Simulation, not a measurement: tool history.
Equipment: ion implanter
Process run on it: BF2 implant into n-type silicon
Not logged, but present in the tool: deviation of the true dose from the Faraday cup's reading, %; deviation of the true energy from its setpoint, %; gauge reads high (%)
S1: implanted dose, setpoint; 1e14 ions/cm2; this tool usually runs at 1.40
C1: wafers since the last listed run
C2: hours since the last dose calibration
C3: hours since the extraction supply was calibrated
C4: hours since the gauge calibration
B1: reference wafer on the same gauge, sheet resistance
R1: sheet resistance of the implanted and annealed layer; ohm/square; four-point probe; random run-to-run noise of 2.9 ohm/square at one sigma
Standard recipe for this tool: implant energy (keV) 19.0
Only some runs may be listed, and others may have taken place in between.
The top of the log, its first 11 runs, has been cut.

Run 12, day 5.646: usual settings but S1 1.18 1e14 ions/cm2; C1 93; C2 491.3; C3 5800.8; C4 253.1; B1 775.42. Result: R1 899.41 ohm/square.
Run 13, day 6.188: usual settings; C1 183; C2 504.3; C3 5813.8; C4 266.1; B1 775.70. Result: R1 776.97 ohm/square.
Run 14, day 6.704: usual settings; C1 174; C2 516.7; C3 5826.2; C4 278.5; B1 774.17. Result: R1 782.82 ohm/square.
Run 15, day 7.317: usual settings but S1 1.06 1e14 ions/cm2, implant energy (keV) 23.0; C1 207; C2 531.4; C3 5840.9; C4 293.2; B1 774.86. Result: R1 952.12 ohm/square.
Run 16, day 7.633: usual settings but S1 1.53 1e14 ions/cm2; C1 107; C2 539.0; C3 5848.5; C4 300.8; B1 774.26. Result: R1 724.75 ohm/square.
Run 17, day 8.325: usual settings but S1 1.14 1e14 ions/cm2, implant energy (keV) 15.0; C1 234; C2 555.6; C3 5865.1; C4 317.4; B1 774.80. Result: R1 963.65 ohm/square.
Run 18, day 8.971: usual settings; C1 218; C2 571.1; C3 5880.6; C4 332.9; B1 776.53. Result: R1 783.31 ohm/square.
At day 9.646: extraction supply calibrated.
Run 19, day 11.050: usual settings but implant energy (keV) 24.0; C1 591; C2 621.0; C3 33.7; C4 382.8; B1 774.88. Result: R1 756.97 ohm/square.
Run 20, day 11.679: usual settings but S1 1.75 1e14 ions/cm2, implant energy (keV) 13.0; C1 213; C2 636.1; C3 48.8; C4 397.9; B1 773.30. Result: R1 674.57 ohm/square.
Run 21, day 12.317: usual settings; C1 215; C2 651.4; C3 64.1; C4 413.2; B1 774.18. Result: R1 787.56 ohm/square.
At day 12.825: gauge calibrated.
Run 22, day 12.983: usual settings but S1 1.20 1e14 ions/cm2, implant energy (keV) 16.5; C1 225; C2 667.4; C3 80.1; C4 3.8; B1 775.64. Result: R1 909.12 ohm/square.
Run 23, day 13.346: usual settings but S1 1.16 1e14 ions/cm2, implant energy (keV) 24.0; C1 122; C2 676.1; C3 88.8; C4 12.5; B1 775.05. Result: R1 887.61 ohm/square.
At day 14.092: Faraday cup replaced and dose calibrated.
Run 24, day 14.112: usual settings but S1 1.51 1e14 ions/cm2, implant energy (keV) 23.5; C1 146; C2 0.5; C3 107.2; C4 30.9; B1 774.83. Result: R1 701.37 ohm/square.
Run 25, day 14.512: usual settings but S1 1.17 1e14 ions/cm2, implant energy (keV) 13.0; C1 135; C2 10.1; C3 116.8; C4 40.5; B1 774.76. Result: R1 940.02 ohm/square.
Run 26, day 14.892: usual settings but S1 1.18 1e14 ions/cm2; C1 128; C2 19.2; C3 125.9; C4 49.6; B1 773.20. Result: R1 884.15 ohm/square.
Run 27, day 15.388: usual settings but S1 1.71 1e14 ions/cm2, implant energy (keV) 16.5; C1 167; C2 31.1; C3 137.8; C4 61.5; B1 774.18. Result: R1 652.65 ohm/square.
Run 28, day 16.092: usual settings but S1 1.12 1e14 ions/cm2, implant energy (keV) 24.0; C1 238; C2 48.0; C3 154.7; C4 78.4; B1 774.37. Result: R1 895.73 ohm/square.
Run 29, day 16.492: usual settings but implant energy (keV) 13.5; C1 135; C2 57.6; C3 164.3; C4 88.0; B1 775.88. Result: R1 802.99 ohm/square.
Run 30, day 16.800: usual settings but S1 1.29 1e14 ions/cm2, implant energy (keV) 21.5; C1 104; C2 65.0; C3 171.7; C4 95.4; B1 774.10. Result: R1 813.08 ohm/square.
Run 31, day 17.296: usual settings but S1 1.60 1e14 ions/cm2, implant energy (keV) 25.5; C1 167; C2 76.9; C3 183.6; C4 107.3; B1 775.05. Result: R1 662.30 ohm/square.
Run 32, day 17.671: usual settings but S1 1.27 1e14 ions/cm2, implant energy (keV) 13.0; C1 126; C2 85.9; C3 192.6; C4 116.3; B1 775.80. Result: R1 881.90 ohm/square.
Run 33, day 18.296: usual settings but S1 1.12 1e14 ions/cm2, implant energy (keV) 17.0; C1 211; C2 100.9; C3 207.6; C4 131.3; B1 774.90. Result: R1 949.65 ohm/square.
Run 34, day 20.442: usual settings but S1 1.63 1e14 ions/cm2, implant energy (keV) 22.0; C1 726; C2 152.4; C3 259.1; C4 182.8; B1 776.57. Result: R1 665.83 ohm/square.
Run 35, day 21.171: usual settings; C1 246; C2 169.9; C3 276.6; C4 200.3; B1 774.52. Result: R1 770.70 ohm/square.
Run 36, day 21.546: usual settings but S1 1.20 1e14 ions/cm2, implant energy (keV) 13.0; C1 126; C2 178.9; C3 285.6; C4 209.3; B1 774.68. Result: R1 927.57 ohm/square.

Alternative continuations, all from the tool just after run 36; predict every row:
Run A, day 21.562: usual settings but S1 1.71 1e14 ions/cm2; C1 5; C2 179.3; C3 286.0; C4 209.7; B1 ?. Result: R1 ?.
Run B, day 21.562: usual settings but S1 1.60 1e14 ions/cm2, implant energy (keV) 22.5; C1 5; C2 179.3; C3 286.0; C4 209.7; B1 ?. Result: R1 ?.
Run C, day 21.562: usual settings but S1 1.17 1e14 ions/cm2, implant energy (keV) 25.0; C1 5; C2 179.3; C3 286.0; C4 209.7; B1 ?. Result: R1 ?.
Run D, day 21.562: usual settings but S1 1.54 1e14 ions/cm2, implant energy (keV) 21.5; C1 5; C2 179.3; C3 286.0; C4 209.7; B1 ?. Result: R1 ?.
Run E, day 21.562: usual settings but S1 1.18 1e14 ions/cm2, implant energy (keV) 14.0; C1 5; C2 179.3; C3 286.0; C4 209.7; B1 ?. Result: R1 ?.

run      B1      R1
  A  775.25  647.93
  B  775.25  672.64
  C  775.25  861.93
  D  775.25  698.83
  E  775.25  930.71
With no hidden state in the tool, these same runs would have given:
run      R1
  A  641.97
  B  666.58
  C  854.39
  D  692.51
  E  922.14

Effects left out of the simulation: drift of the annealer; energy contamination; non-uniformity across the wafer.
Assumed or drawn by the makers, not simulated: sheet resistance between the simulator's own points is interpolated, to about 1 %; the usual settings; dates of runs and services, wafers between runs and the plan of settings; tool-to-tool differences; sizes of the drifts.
